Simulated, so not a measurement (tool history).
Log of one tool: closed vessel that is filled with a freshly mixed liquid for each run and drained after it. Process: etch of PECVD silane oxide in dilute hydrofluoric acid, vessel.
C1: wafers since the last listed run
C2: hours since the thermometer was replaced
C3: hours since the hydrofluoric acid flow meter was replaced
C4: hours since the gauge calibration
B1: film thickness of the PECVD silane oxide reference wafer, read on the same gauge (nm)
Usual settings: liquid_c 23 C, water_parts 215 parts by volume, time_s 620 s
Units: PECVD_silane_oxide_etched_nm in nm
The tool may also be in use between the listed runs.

run 1 hour=0 | liquid_c=23 water_parts=215 time_s=620 | C1=0 C2=1036.2 C3=1087.8 C4=951.7 | B1=135.49 | PECVD_silane_oxide_etched_nm=47.06
run 2 hour=29.5 | liquid_c=23 water_parts=215 time_s=620 | C1=1260 C2=1065.7 C3=1117.3 C4=981.2 | B1=135.32 | PECVD_silane_oxide_etched_nm=47.4
run 3 hour=52.2 | liquid_c=23 water_parts=215 time_s=620 | C1=969 C2=1088.4 C3=1140 C4=1003.9 | B1=135.15 | PECVD_silane_oxide_etched_nm=46.75
run 4 hour=86.6 | liquid_c=23 water_parts=215 time_s=350 | C1=1469 C2=1122.8 C3=1174.4 C4=1038.3 | B1=134.96 | PECVD_silane_oxide_etched_nm=26.63
run 5 hour=113.9 | liquid_c=20 water_parts=215 time_s=445 | C1=1166 C2=1150.1 C3=1201.7 C4=1065.6 | B1=134.83 | PECVD_silane_oxide_etched_nm=30.56
run 6 hour=143.5 | liquid_c=20 water_parts=215 time_s=445 | C1=1264 C2=1179.7 C3=1231.3 C4=1095.2 | B1=134.67 | PECVD_silane_oxide_etched_nm=29.84
run 7 hour=167.5 | liquid_c=20 water_parts=215 time_s=445 | C1=1025 C2=1203.7 C3=1255.3 C4=1119.2 | B1=134.56 | PECVD_silane_oxide_etched_nm=30.25
run 8 hour=189.8 | liquid_c=23 water_parts=215 time_s=620 | C1=952 C2=1226 C3=1277.6 C4=1141.5 | B1=134.32 | PECVD_silane_oxide_etched_nm=46
run 9 hour=220.4 | liquid_c=23 water_parts=215 time_s=545 | C1=1307 C2=1256.6 C3=1308.2 C4=1172.1 | B1=134.18 | PECVD_silane_oxide_etched_nm=41.06
run 10 hour=234.2 | liquid_c=24.5 water_parts=215 time_s=620 | C1=589 C2=1270.4 C3=1322 C4=1185.9 | B1=134.17 | PECVD_silane_oxide_etched_nm=49.4
run 11 hour=268.5 | liquid_c=23 water_parts=215 time_s=410 | C1=1465 C2=1304.7 C3=1356.3 C4=1220.2 | B1=133.94 | PECVD_silane_oxide_etched_nm=30.11
run 12 hour=296.5 | liquid_c=20.5 water_parts=250 time_s=875 | C1=1196 C2=1332.7 C3=1384.3 C4=1248.2 | B1=133.8 | PECVD_silane_oxide_etched_nm=50.19
run 13 hour=315.2 | liquid_c=19 water_parts=275 time_s=340 | C1=798 C2=1351.4 C3=1403 C4=1266.9 | B1=133.65 | PECVD_silane_oxide_etched_nm=16.33
run 14 hour=336 | liquid_c=23 water_parts=215 time_s=620 | C1=888 C2=1372.2 C3=1423.8 C4=1287.7 | B1=133.59 | PECVD_silane_oxide_etched_nm=45.94
run 15 hour=370 | liquid_c=27.5 water_parts=125 time_s=620 | C1=1452 C2=1406.2 C3=1457.8 C4=1321.7 | B1=133.37 | PECVD_silane_oxide_etched_nm=107.41
run 16 hour=390.3 | liquid_c=23 water_parts=215 time_s=460 | C1=867 C2=1426.5 C3=1478.1 C4=1342 | B1=133.28 | PECVD_silane_oxide_etched_nm=34.12
run 17 hour=402.5 | liquid_c=19 water_parts=275 time_s=340 | C1=521 C2=1438.7 C3=1490.3 C4=1354.2 | B1=133.22 | PECVD_silane_oxide_etched_nm=16.24
run 18 hour=432.5 | liquid_c=23 water_parts=215 time_s=620 | C1=1281 C2=1468.7 C3=1520.3 C4=1384.2 | B1=133.01 | PECVD_silane_oxide_etched_nm=46.4
run 19 hour=458.8 | liquid_c=23 water_parts=215 time_s=850 | C1=1123 C2=1495 C3=1546.6 C4=1410.5 | B1=132.91 | PECVD_silane_oxide_etched_nm=63.57
run 20 hour=473.6 | liquid_c=20.5 water_parts=115 time_s=470 | C1=632 C2=1509.8 C3=1561.4 C4=1425.3 | B1=132.78 | PECVD_silane_oxide_etched_nm=65.75
run 21 hour=492 | liquid_c=23 water_parts=215 time_s=620 | C1=786 C2=1528.2 C3=1579.8 C4=1443.7 | B1=132.7 | PECVD_silane_oxide_etched_nm=46.05
-- hour=510.3 gauge calibrated
run 22 hour=527.7 | liquid_c=23 water_parts=215 time_s=620 | C1=1525 C2=1563.9 C3=1615.5 C4=17.4 | B1=140.1 | PECVD_silane_oxide_etched_nm=49.25
-- hour=550.7 thermometer replaced
run 23 hour=560.4 | liquid_c=18 water_parts=305 time_s=750 | C1=1354 C2=9.7 C3=1648.2 C4=50.1 | B1=139.96 | PECVD_silane_oxide_etched_nm=31.98
run 24 hour=587.8 | liquid_c=23 water_parts=215 time_s=620 | C1=1170 C2=37.1 C3=1675.6 C4=77.5 | B1=139.79 | PECVD_silane_oxide_etched_nm=48.28
run 25 hour=621.2 | liquid_c=26 water_parts=150 time_s=830 | C1=1426 C2=70.5 C3=1709 C4=110.9 | B1=139.59 | PECVD_silane_oxide_etched_nm=112.1
-- hour=628.6 hydrofluoric acid flow meter replaced
run 26 hour=655.9 | liquid_c=23 water_parts=130 time_s=620 | C1=1439 C2=105.2 C3=27.3 C4=145.6 | B1=139.43 | PECVD_silane_oxide_etched_nm=88.66
run 27 hour=669 | liquid_c=23 water_parts=160 time_s=620 | C1=559 C2=118.3 C3=40.4 C4=158.7 | B1=139.35 | PECVD_silane_oxide_etched_nm=69.5
run 28 hour=760.1 | liquid_c=23 water_parts=145 time_s=620 | C1=3891 C2=209.4 C3=131.5 C4=249.8 | B1=138.83 | PECVD_silane_oxide_etched_nm=76.38
run 29 hour=850.6 | liquid_c=25 water_parts=120 time_s=620 | C1=3866 C2=299.9 C3=222 C4=340.3 | B1=138.33 | PECVD_silane_oxide_etched_nm=103.2
run 30 hour=867.3 | liquid_c=23 water_parts=215 time_s=620 | C1=713 C2=316.6 C3=238.7 C4=357 | B1=138.24 | PECVD_silane_oxide_etched_nm=48.28
run 31 hour=902.3 | liquid_c=21 water_parts=160 time_s=620 | C1=1495 C2=351.6 C3=273.7 C4=392 | B1=138.06 | PECVD_silane_oxide_etched_nm=63.7
run 32 hour=934.8 | liquid_c=23 water_parts=215 time_s=620 | C1=1388 C2=384.1 C3=306.2 C4=424.5 | B1=137.86 | PECVD_silane_oxide_etched_nm=47.8

What the log doesn't show, run by run:
liquid colder than its thermometer reads (K): 0 in every run
hydrofluoric acid flow below the setpoint (%): 0 in every run
H1: gauge reads high (%)
run=1 H1=-3.25
run=2 H1=-3.37
run=3 H1=-3.46
run=4 H1=-3.6
run=5 H1=-3.71
run=6 H1=-3.83
run=7 H1=-3.92
run=8 H1=-4.01
run=9 H1=-4.13
run=10 H1=-4.19
run=11 H1=-4.33
run=12 H1=-4.44
run=13 H1=-4.51
run=14 H1=-4.6
run=15 H1=-4.73
run=16 H1=-4.81
run=17 H1=-4.86
run=18 H1=-4.98
run=19 H1=-5.09
run=20 H1=-5.15
run=21 H1=-5.22
run=22 H1=0.105
run=23 H1=-0.0259
run=24 H1=-0.136
run=25 H1=-0.269
run=26 H1=-0.408
run=27 H1=-0.46
run=28 H1=-0.825
run=29 H1=-1.19
run=30 H1=-1.25
run=31 H1=-1.39
run=32 H1=-1.52

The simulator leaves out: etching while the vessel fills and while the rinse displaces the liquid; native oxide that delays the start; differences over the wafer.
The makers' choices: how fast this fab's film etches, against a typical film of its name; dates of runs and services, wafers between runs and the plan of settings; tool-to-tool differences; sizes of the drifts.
